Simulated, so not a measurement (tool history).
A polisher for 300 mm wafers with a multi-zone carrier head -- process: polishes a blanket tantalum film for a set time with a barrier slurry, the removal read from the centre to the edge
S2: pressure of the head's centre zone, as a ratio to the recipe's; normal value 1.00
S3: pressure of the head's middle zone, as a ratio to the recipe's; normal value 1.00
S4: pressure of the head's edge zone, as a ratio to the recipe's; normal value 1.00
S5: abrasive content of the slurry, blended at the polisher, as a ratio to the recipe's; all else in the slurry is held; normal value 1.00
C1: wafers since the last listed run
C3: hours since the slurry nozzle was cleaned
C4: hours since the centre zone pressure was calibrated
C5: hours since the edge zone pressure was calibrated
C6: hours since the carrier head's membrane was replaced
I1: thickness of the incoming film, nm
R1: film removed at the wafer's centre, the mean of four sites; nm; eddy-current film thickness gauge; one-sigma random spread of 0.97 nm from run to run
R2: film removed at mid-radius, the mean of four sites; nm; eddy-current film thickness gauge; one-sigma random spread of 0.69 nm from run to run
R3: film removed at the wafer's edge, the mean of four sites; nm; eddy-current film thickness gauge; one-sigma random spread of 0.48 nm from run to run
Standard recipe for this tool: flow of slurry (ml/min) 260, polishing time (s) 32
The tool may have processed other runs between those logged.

run 1 hour=0.0 | flow_of_slurry_(ml/min)=260 S2=1.00 S3=1.00 S4=1.00 S5=1.00 polishing_time_(s)=32 | C1=0 wafers_polished_on_this_pad=563 C3=338.1 C4=1670.1 C5=1147.8 C6=761.0 | I1=243.6 | R1=68.4 R2=67.1 R3=69.8
run 2 hour=12.0 | flow_of_slurry_(ml/min)=260 S2=1.00 S3=1.00 S4=1.00 S5=1.00 polishing_time_(s)=32 | C1=180 wafers_polished_on_this_pad=743 C3=350.1 C4=1682.1 C5=1159.8 C6=773.0 | I1=239.0 | R1=69.5 R2=66.9 R3=70.6
run 3 hour=19.3 | flow_of_slurry_(ml/min)=260 S2=1.00 S3=1.00 S4=1.00 S5=1.20 polishing_time_(s)=32 | C1=109 wafers_polished_on_this_pad=853 C3=357.4 C4=1689.4 C5=1167.1 C6=780.3 | I1=242.7 | R1=72.7 R2=70.7 R3=73.7
run 4 hour=27.2 | flow_of_slurry_(ml/min)=260 S2=1.00 S3=1.00 S4=1.00 S5=1.20 polishing_time_(s)=32 | C1=118 wafers_polished_on_this_pad=971 C3=365.3 C4=1697.3 C5=1175.0 C6=788.2 | I1=237.8 | R1=73.8 R2=71.2 R3=72.6
-- hour=29.3 centre zone pressure recalibrated
-- hour=36.8 worn pad replaced by a new one
run 5 hour=38.0 | flow_of_slurry_(ml/min)=260 S2=1.00 S3=1.00 S4=1.00 S5=1.00 polishing_time_(s)=32 | C1=72 wafers_polished_on_this_pad=18 C3=376.1 C4=8.7 C5=1185.8 C6=799.0 | I1=237.5 | R1=71.2 R2=68.5 R3=70.3
run 6 hour=54.0 | flow_of_slurry_(ml/min)=260 S2=0.89 S3=1.00 S4=1.00 S5=1.30 polishing_time_(s)=24 | C1=240 wafers_polished_on_this_pad=258 C3=392.1 C4=24.7 C5=1201.8 C6=815.0 | I1=239.3 | R1=50.2 R2=54.2 R3=55.6
run 7 hour=67.5 | flow_of_slurry_(ml/min)=260 S2=1.00 S3=0.89 S4=1.00 S5=1.15 polishing_time_(s)=22 | C1=202 wafers_polished_on_this_pad=461 C3=405.6 C4=38.2 C5=1215.3 C6=828.5 | I1=242.3 | R1=50.2 R2=42.9 R3=49.5
-- hour=81.0 edge zone pressure recalibrated
run 8 hour=84.8 | flow_of_slurry_(ml/min)=310 S2=1.00 S3=1.00 S4=1.09 S5=0.80 polishing_time_(s)=32 | C1=229 wafers_polished_on_this_pad=690 C3=422.9 C4=55.5 C5=3.8 C6=845.8 | I1=244.1 | R1=69.4 R2=66.6 R3=71.2
run 9 hour=100.8 | flow_of_slurry_(ml/min)=260 S2=1.00 S3=1.00 S4=1.00 S5=1.00 polishing_time_(s)=32 | C1=240 wafers_polished_on_this_pad=930 C3=438.9 C4=71.5 C5=19.8 C6=861.8 | I1=243.2 | R1=69.9 R2=67.8 R3=71.1
run 10 hour=108.7 | flow_of_slurry_(ml/min)=260 S2=0.88 S3=0.92 S4=1.00 S5=1.00 polishing_time_(s)=36 | C1=118 wafers_polished_on_this_pad=1049 C3=446.8 C4=79.4 C5=27.7 C6=869.7 | I1=238.9 | R1=71.1 R2=70.6 R3=79.1
-- hour=119.2 worn pad replaced by a new one
run 11 hour=131.1 | flow_of_slurry_(ml/min)=260 S2=1.09 S3=1.00 S4=1.00 S5=1.00 polishing_time_(s)=26 | C1=276 wafers_polished_on_this_pad=178 C3=469.2 C4=101.8 C5=50.1 C6=892.1 | I1=236.6 | R1=62.0 R2=55.5 R3=57.2
-- hour=141.7 slurry nozzle cleaned
run 12 hour=147.9 | flow_of_slurry_(ml/min)=260 S2=0.94 S3=1.05 S4=0.91 S5=1.00 polishing_time_(s)=32 | C1=237 wafers_polished_on_this_pad=415 C3=6.2 C4=118.6 C5=66.9 C6=908.9 | I1=244.5 | R1=65.9 R2=70.4 R3=66.5
run 13 hour=157.4 | flow_of_slurry_(ml/min)=260 S2=0.89 S3=1.00 S4=1.00 S5=0.85 polishing_time_(s)=32 | C1=142 wafers_polished_on_this_pad=558 C3=15.7 C4=128.1 C5=76.4 C6=918.4 | I1=237.4 | R1=62.3 R2=64.8 R3=67.6
-- hour=170.4 carrier head's membrane replaced by a new one
run 14 hour=170.9 | flow_of_slurry_(ml/min)=260 S2=1.00 S3=1.00 S4=0.94 S5=1.20 polishing_time_(s)=32 | C1=127 wafers_polished_on_this_pad=685 C3=29.2 C4=141.6 C5=89.9 C6=0.5 | I1=240.5 | R1=71.7 R2=71.8 R3=70.9
run 15 hour=176.0 | flow_of_slurry_(ml/min)=260 S2=1.00 S3=1.00 S4=1.00 S5=1.00 polishing_time_(s)=32 | C1=76 wafers_polished_on_this_pad=762 C3=34.3 C4=146.7 C5=95.0 C6=5.6 | I1=237.8 | R1=68.9 R2=69.3 R3=69.2
-- hour=187.8 worn pad replaced by a new one
run 16 hour=189.6 | flow_of_slurry_(ml/min)=260 S2=1.00 S3=1.00 S4=1.00 S5=0.80 polishing_time_(s)=22 | C1=144 wafers_polished_on_this_pad=27 C3=47.9 C4=160.3 C5=108.6 C6=19.2 | I1=239.6 | R1=46.2 R2=44.2 R3=46.0
run 17 hour=201.2 | flow_of_slurry_(ml/min)=195 S2=1.00 S3=1.00 S4=1.00 S5=1.20 polishing_time_(s)=32 | C1=174 wafers_polished_on_this_pad=201 C3=59.5 C4=171.9 C5=120.2 C6=30.8 | I1=237.3 | R1=68.8 R2=69.1 R3=71.5
run 18 hour=212.6 | flow_of_slurry_(ml/min)=260 S2=1.00 S3=1.00 S4=0.97 S5=0.85 polishing_time_(s)=22 | C1=171 wafers_polished_on_this_pad=372 C3=70.9 C4=183.3 C5=131.6 C6=42.2 | I1=238.4 | R1=46.4 R2=44.4 R3=45.7
run 19 hour=225.2 | flow_of_slurry_(ml/min)=185 S2=1.00 S3=0.90 S4=0.96 S5=1.00 polishing_time_(s)=26 | C1=189 wafers_polished_on_this_pad=561 C3=83.5 C4=195.9 C5=144.2 C6=54.8 | I1=239.8 | R1=52.7 R2=47.9 R3=54.2
run 20 hour=233.1 | flow_of_slurry_(ml/min)=260 S2=1.00 S3=1.00 S4=1.00 S5=1.00 polishing_time_(s)=32 | C1=118 wafers_polished_on_this_pad=679 C3=91.4 C4=203.8 C5=152.1 C6=62.7 | I1=240.8 | R1=68.5 R2=67.3 R3=69.9
run 21 hour=247.3 | flow_of_slurry_(ml/min)=260 S2=1.00 S3=1.00 S4=1.00 S5=1.20 polishing_time_(s)=26 | C1=213 wafers_polished_on_this_pad=892 C3=105.6 C4=218.0 C5=166.3 C6=76.9 | I1=244.1 | R1=59.1 R2=57.2 R3=59.7

State the hidden condition of the tool at each of the runs:
removal rate lost through wear of the pad, %: 0, the same for each run
slurry flow missing at the pad, %: 0, the same for each run
deviation of the centre zone's pressure from its setpoint, %: 0, the same for each run
deviation of the edge zone's pressure from its setpoint, %: 0, the same for each run
